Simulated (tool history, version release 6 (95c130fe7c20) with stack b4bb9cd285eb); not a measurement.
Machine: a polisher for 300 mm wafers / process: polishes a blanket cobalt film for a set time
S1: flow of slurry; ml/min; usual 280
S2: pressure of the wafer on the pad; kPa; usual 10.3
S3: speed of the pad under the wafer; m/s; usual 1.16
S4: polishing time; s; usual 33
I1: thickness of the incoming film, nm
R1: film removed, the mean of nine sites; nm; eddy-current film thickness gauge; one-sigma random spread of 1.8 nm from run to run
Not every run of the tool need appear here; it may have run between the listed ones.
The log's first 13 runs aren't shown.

| run | hour | S1 | S2 | S3 | S4 | I1 | R1 |
|---|---|---|---|---|---|---|---|
| 14 | 359.0 | 280 | 10.3 | 1.04 | 33 | 1379.8 | 148.1 |
|  | 367.6 | slurry nozzle cleaned |
| 15 | 394.6 | 280 | 10.3 | 1.16 | 29 | 1342.9 | 143.8 |
| 16 | 413.0 | 280 | 10.3 | 1.16 | 29 | 1349.4 | 141.7 |
| 17 | 439.5 | 280 | 10.3 | 1.16 | 33 | 1368.9 | 157.3 |
| 18 | 466.0 | 280 | 10.3 | 1.16 | 29 | 1392.1 | 134.5 |
| 19 | 478.2 | 220 | 10.3 | 1.16 | 33 | 1370.5 | 142.6 |
|  | 495.7 | worn pad replaced by a new one |
| 20 | 506.0 | 245 | 13.8 | 0.86 | 27 | 1377.7 | 116.1 |
| 21 | 536.0 | 245 | 10.3 | 1.16 | 33 | 1389.7 | 163.0 |
| 22 | 550.7 | 200 | 12.4 | 1.50 | 24 | 1371.3 | 150.2 |
| 23 | 580.1 | 280 | 12.4 | 1.16 | 39 | 1397.9 | 215.5 |
|  | 657.3 | slurry nozzle cleaned |
|  | 666.5 | worn pad replaced by a new one |
| 24 | 669.9 | 365 | 12.4 | 1.26 | 45 | 1374.1 | 281.8 |
| 25 | 694.3 | 365 | 8.3 | 1.42 | 36 | 1363.5 | 203.7 |
|  | 713.3 | head pressure recalibrated |
| 26 | 715.3 | 350 | 10.3 | 1.16 | 33 | 1377.1 | 168.2 |
| 27 | 727.5 | 280 | 10.3 | 1.16 | 33 | 1382.2 | 167.4 |
| 28 | 745.2 | 280 | 10.3 | 1.16 | 33 | 1358.9 | 165.3 |
| 29 | 759.1 | 280 | 10.3 | 1.16 | 33 | 1382.1 | 163.1 |
| 30 | 784.6 | 330 | 10.3 | 1.38 | 33 | 1350.0 | 195.9 |
| 31 | 800.9 | 370 | 10.3 | 1.06 | 22 | 1371.9 | 101.1 |
| 32 | 823.5 | 380 | 10.3 | 0.98 | 28 | 1360.9 | 118.0 |
| 33 | 855.6 | 330 | 12.4 | 1.36 | 26 | 1391.4 | 156.3 |
|  | 876.6 | worn pad replaced by a new one |
| 34 | 888.5 | 280 | 11.7 | 1.16 | 33 | 1345.2 | 178.6 |
| 35 | 902.1 | 215 | 13.1 | 1.16 | 33 | 1354.3 | 171.1 |
| 36 | 943.2 | 280 | 10.3 | 1.16 | 33 | 1365.5 | 165.1 |

Predict each of these 5 candidate next runs independently; none follows another, all start after run 36:
| A | 943.6 | 280 | 10.3 | 1.16 | 21 | 1364.0 | ? |
| B | 943.6 | 280 | 12.4 | 1.16 | 26 | 1364.0 | ? |
| C | 943.6 | 340 | 9.0 | 1.16 | 43 | 1364.0 | ? |
| D | 943.6 | 375 | 9.0 | 0.90 | 39 | 1364.0 | ? |
| E | 943.6 | 190 | 7.6 | 1.04 | 38 | 1364.0 | ? |

| run | R1 |
|---|---|
| A | 106.1 |
| B | 145.2 |
| C | 207.6 |
| D | 150.4 |
| E | 127.7 |
The same runs, with their run-to-run variation unchanged, on a tool lacking any hidden condition would have given:
| run | R1 |
|---|---|
| A | 107.3 |
| B | 146.9 |
| C | 210.1 |
| D | 152.2 |
| E | 129.2 |
